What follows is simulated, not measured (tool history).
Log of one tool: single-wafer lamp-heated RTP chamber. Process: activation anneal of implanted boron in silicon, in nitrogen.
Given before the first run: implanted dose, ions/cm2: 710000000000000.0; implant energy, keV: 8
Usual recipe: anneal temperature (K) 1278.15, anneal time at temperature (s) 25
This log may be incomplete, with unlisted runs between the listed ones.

run,hour,anneal temperature (K),anneal time at temperature (s),wafers since the last listed run,wafers since the last pyrometer calibration,wafers since the reflector plate was cleaned,hours since the gauge calibration,"read-back reference wafer on the same gauge, sheet resistance",sheet resistance of the implanted and annealed layer (ohm/square)
1,0,1278.15,20,0,5673,9844,577.9,203.13,174.81
# hour 34: pyrometer window cleaned and pyrometer calibrated
2,80.6,1278.15,20,1060,681,10905,658.5,203.06,176.16
3,110.3,1278.15,25,433,1115,11339,688.2,203.05,176.03
# hour 132.9: reflector plate cleaned
4,140.4,1278.15,25,322,1438,109,718.3,202.96,175.51
5,159.3,1278.15,25,276,1714,386,737.2,203.12,174.28
6,190.7,1278.15,25,458,2173,844,768.6,202.93,175.48
7,216.8,1278.15,25,381,2554,1226,794.7,203.08,174.21
8,233.4,1285.15,25,242,2797,1468,811.3,202.83,173.24
9,267.1,1285.15,25,492,3289,1961,845,203.08,172.23
10,299,1285.15,25,466,3755,2427,876.9,202.95,172.81
11,312.9,1261.15,30,203,3958,2630,890.8,202.82,178.1
# hour 354.4: pyrometer window cleaned and pyrometer calibrated
12,354.9,1261.15,30,496,7,3127,932.8,202.9,176.27
13,381.6,1261.15,30,390,397,3517,959.5,203.02,175.43
14,408.4,1262.15,25,391,788,3908,986.3,202.9,177.04
15,426.1,1262.15,25,258,1047,4167,1004,202.8,175.59
16,459.6,1262.15,25,489,1536,4657,1037.5,202.96,175.82
# hour 522.9: pyrometer window cleaned and pyrometer calibrated, repeated, since the last time left the tool worse
17,534.3,1286.15,25,974,166,5631,1112.2,202.97,174.51
18,556.8,1278.15,25,328,495,5960,1134.7,202.9,175.93
19,575.8,1278.15,25,277,773,6238,1153.7,202.85,174.56
20,611.3,1278.15,25,518,1292,6756,1189.2,202.97,174.98
21,623.8,1296.15,18,182,1474,6939,1201.7,202.93,172.44
22,652.6,1258.15,17,420,1895,7360,1230.5,203.08,183.79
23,673.2,1268.15,25,301,2196,7661,1251.1,202.98,177.03
# hour 723.5: gauge calibrated
24,735.2,1297.15,17,905,3102,8567,11.7,203.08,173.41
25,754.9,1286.15,16,287,3390,8855,31.4,202.89,173.9
# hour 776.5: reflector plate cleaned
26,779.3,1299.15,25,239,3629,40,55.8,203.08,170.27
27,814.4,1286.15,21,512,4142,553,90.9,203.03,173.78
28,829.2,1261.15,32,216,4359,770,105.7,202.93,177.62
29,859.9,1278.15,25,448,4807,1218,136.4,203.01,174.13
# hour 897.3: pyrometer window cleaned and pyrometer calibrated
30,964.2,1288.15,19,1407,977,2625,240.7,203.2,174.37
31,979.1,1306.15,13,217,1195,2843,255.6,203.08,172.43
32,1004.9,1252.15,21,376,1572,3220,281.4,203.02,185.5
33,1029.9,1278.15,11,365,1937,3585,306.4,202.9,178.25
34,1060.6,1278.15,25,448,2386,4034,337.1,202.84,175.81
35,1089.3,1278.15,25,419,2805,4453,365.8,202.94,175.03
36,1110.2,1287.15,17,305,3110,4759,386.7,202.99,174.03

Hidden state or all else? Some run-to-run changes of sheet resistance of the implanted and annealed layer (ohm/square), split into what the settings, what came in and random variation would give without the hidden state, and what is left for the hidden state (with any gauge scatter that isn't in both results):
Unlogged tool condition in this case: true wafer temperature minus pyrometer reading, K; wafer temperature error from the tarnished reflector plate, K; gauge reads high (%).
Run 11 -> 12: pyrometer window cleaned and pyrometer calibrated. sheet resistance of the implanted and annealed layer (ohm/square) -1.83: hidden state -1.85, all else +0.02.
Run 16 -> 17: anneal temperature (K) 1262.15 -> 1286.15, pyrometer window cleaned and pyrometer calibrated, repeated, since the last time left the tool worse. sheet resistance of the implanted and annealed layer (ohm/square) -1.31: hidden state +4.76, all else -6.07.
Run 21 -> 22: anneal temperature (K) 1296.15 -> 1258.15, anneal time at temperature (s) 18 -> 17. sheet resistance of the implanted and annealed layer (ohm/square) +11.35: hidden state -1.24, all else +12.59.
Run 31 -> 32: anneal temperature (K) 1306.15 -> 1252.15, anneal time at temperature (s) 13 -> 21. sheet resistance of the implanted and annealed layer (ohm/square) +13.07: hidden state -1.49, all else +14.56.
Run 32 -> 33: anneal temperature (K) 1252.15 -> 1278.15, anneal time at temperature (s) 21 -> 11. sheet resistance of the implanted and annealed layer (ohm/square) -7.25: hidden state +0.95, all else -8.2.
